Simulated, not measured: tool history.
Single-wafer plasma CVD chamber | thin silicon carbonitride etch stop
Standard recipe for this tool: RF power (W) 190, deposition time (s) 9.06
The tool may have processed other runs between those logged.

run,hour,RF power (W),deposition time (s),wafers since the last listed run,hours since the last thermocouple change,hours since the last RF generator calibration,hours since the showerhead was replaced,hours since the gauge calibration,"read-back reference wafer on the same gauge, thickness_nm",mean film thickness on the monitor wafer (Å)
1,0,190,8.56,0,1173.4,870.2,5164.8,1966,5.859,48.61
2,89.6,190,8.56,2877,1263,959.8,5254.4,2055.6,5.86,48.5
3,164.4,190,8.56,2401,1337.8,1034.6,5329.2,2130.4,5.859,48.55
4,225.3,190,9.06,1955,1398.7,1095.5,5390.1,2191.3,5.859,51.45
5,317.1,190,9.06,2947,1490.5,1187.3,5481.9,2283.1,5.861,51.51
6,363,190,9.06,1473,1536.4,1233.2,5527.8,2329,5.86,51.55
7,408.7,190,9.06,1467,1582.1,1278.9,5573.5,2374.7,5.86,51.54
8,499,165,9.06,2899,1672.4,1369.2,5663.8,2465,5.864,50.47
9,577.9,165,9.06,2533,1751.3,1448.1,5742.7,2543.9,5.86,50.41
10,664,165,9.06,2764,1837.4,1534.2,5828.8,2630,5.86,50.24
11,707.1,190,9.06,1384,1880.5,1577.3,5871.9,2673.1,5.86,51.57
12,796.7,190,9.06,2877,1970.1,1666.9,5961.5,2762.7,5.861,51.45
# hour 880.4: gauge calibrated
13,881.8,190,9.06,2732,2055.2,1752,6046.6,1.4,5.859,51.48
# hour 923.7: RF generator calibrated
14,945.7,190,9.06,1795,2119.1,22,6110.5,65.3,5.86,52.02
# hour 985.9: thermocouple changed; heater temperature recalibrated
15,1010.6,165,10.2,1827,24.7,86.9,6175.4,130.2,5.86,57.53
16,1057,155,7.91,1490,71.1,133.3,6221.8,176.6,5.86,43.91
# hour 1167.1: showerhead replaced
17,1167.6,190,9.06,3294,181.7,243.9,0.5,287.2,5.86,51.77
18,1265.8,225,8.45,3153,279.9,342.1,98.7,385.4,5.862,49.72
19,1326.3,210,10.62,1942,340.4,402.6,159.2,445.9,5.86,61.75
20,1433,190,9.06,3426,447.1,509.3,265.9,552.6,5.861,51.5
21,1538.7,175,9.06,3394,552.8,615,371.6,658.3,5.86,51.08
22,1646.2,225,10.28,3452,660.3,722.5,479.1,765.8,5.862,60.16
23,1716.9,190,9.06,2270,731,793.2,549.8,836.5,5.862,51.54
24,1776.3,180,7.34,1907,790.4,852.6,609.2,895.9,5.86,41.41
25,1824.8,155,8.34,1557,838.9,901.1,657.7,944.4,5.858,46.11
26,1931.1,155,8.36,3413,945.2,1007.4,764,1050.7,5.859,46.14
27,1973.3,150,9.06,1355,987.4,1049.6,806.2,1092.9,5.858,49.86
28,2073.6,190,9.06,3220,1087.7,1149.9,906.5,1193.2,5.86,51.4
29,2171.1,215,10.31,3130,1185.2,1247.4,1004,1290.7,5.86,59.94
30,2223.9,190,9.06,1695,1238,1300.2,1056.8,1343.5,5.859,51.56
31,2307.4,160,10.13,2681,1321.5,1383.7,1140.3,1427,5.859,56.04

Run 32 has not been measured yet. What should we expect?
32,2350,155,9.06,1367,1364.1,1426.3,1182.9,1469.6,?,?

read-back reference wafer on the same gauge, thickness_nm: 5.859
mean film thickness on the monitor wafer (Å): 49.91
On a tool with no hidden condition, and with the same random variation, this run would have come out at mean film thickness on the monitor wafer (Å) 50.56.
